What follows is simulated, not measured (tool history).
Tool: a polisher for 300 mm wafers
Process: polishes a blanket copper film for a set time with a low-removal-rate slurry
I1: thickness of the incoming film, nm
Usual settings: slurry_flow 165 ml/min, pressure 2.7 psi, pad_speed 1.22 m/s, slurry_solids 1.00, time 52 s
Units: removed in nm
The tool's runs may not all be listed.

Run 1, hour 0.0: usual settings; I1 1232.9. Result: removed 200.7 nm.
Run 2, hour 17.5: usual settings; I1 1251.6. Result: removed 198.4 nm.
At hour 22.1: slurry blender recalibrated.
Run 3, hour 59.9: usual settings; I1 1247.2. Result: removed 197.4 nm.
Run 4, hour 80.1: usual settings; I1 1234.1. Result: removed 200.0 nm.
Run 5, hour 105.3: usual settings but slurry_flow 210 ml/min; I1 1237.9. Result: removed 204.4 nm.
Run 6, hour 125.6: usual settings but slurry_flow 210 ml/min; I1 1219.0. Result: removed 204.6 nm.
At hour 138.2: worn pad replaced by a new one.
Run 7, hour 140.6: usual settings but slurry_flow 210 ml/min; I1 1237.6. Result: removed 203.0 nm.
Run 8, hour 173.8: usual settings; I1 1244.1. Result: removed 201.2 nm.
Run 9, hour 208.7: usual settings; I1 1229.7. Result: removed 201.0 nm.
Run 10, hour 226.3: usual settings; I1 1256.4. Result: removed 202.1 nm.
Run 11, hour 245.5: usual settings; I1 1258.8. Result: removed 198.6 nm.
Run 12, hour 259.9: usual settings; I1 1239.9. Result: removed 199.0 nm.
At hour 265.7: worn pad replaced by a new one.
Run 13, hour 289.1: usual settings; I1 1240.3. Result: removed 199.6 nm.
Run 14, hour 301.3: usual settings but pressure 2.2 psi, time 69 s; I1 1262.9. Result: removed 214.4 nm.
At hour 310.3: slurry nozzle cleaned.
Run 15, hour 336.5: usual settings but slurry_flow 210 ml/min, slurry_solids 1.20, time 59 s; I1 1233.3. Result: removed 243.7 nm.
Run 16, hour 358.7: usual settings but slurry_flow 205 ml/min; I1 1236.5. Result: removed 204.5 nm.
Run 17, hour 394.1: usual settings; I1 1237.4. Result: removed 198.8 nm.
At hour 411.7: worn pad replaced by a new one.
At hour 450.2: slurry blender recalibrated.
At hour 466.2: head pressure recalibrated.
Run 18, hour 487.2: usual settings but slurry_flow 210 ml/min; I1 1242.4. Result: removed 205.1 nm.
Run 19, hour 532.0: usual settings but slurry_flow 185 ml/min, pressure 3.4 psi, pad_speed 0.84 m/s; I1 1242.2. Result: removed 204.0 nm.
Run 20, hour 544.3: usual settings but pad_speed 1.02 m/s, slurry_solids 0.90, time 65 s; I1 1222.7. Result: removed 221.1 nm.
At hour 568.0: worn pad replaced by a new one.
Run 21, hour 568.5: usual settings but pressure 3.1 psi, pad_speed 1.10 m/s; I1 1225.4. Result: removed 216.1 nm.
Run 22, hour 595.1: usual settings but slurry_flow 180 ml/min, pad_speed 0.94 m/s, time 45 s; I1 1242.7. Result: removed 146.3 nm.
Run 23, hour 623.4: usual settings; I1 1240.5. Result: removed 203.4 nm.
Run 24, hour 656.9: usual settings but pressure 2.0 psi, pad_speed 1.00 m/s, slurry_solids 1.25, time 59 s; I1 1256.0. Result: removed 155.1 nm.
Run 25, hour 685.1: usual settings but slurry_flow 190 ml/min, pad_speed 1.60 m/s, time 45 s; I1 1243.6. Result: removed 208.6 nm.

3 ways to go on from here, each from the tool as it stands after run 25. What would each give?
Run A, hour 685.5: usual settings but slurry_flow 125 ml/min; I1 1238.4. Result: removed ?.
Run B, hour 685.5: usual settings but slurry_flow 205 ml/min, pressure 3.6 psi, slurry_solids 0.75; I1 1238.4. Result: removed ?.
Run C, hour 685.5: usual settings but pad_speed 0.92 m/s, time 36 s; I1 1238.4. Result: removed ?.

run  removed
  A    189.0
  B    253.7
  C    113.7
Without the tool's hidden state the same runs would have given:
run  removed
  A    189.0
  B    253.7
  C    113.7
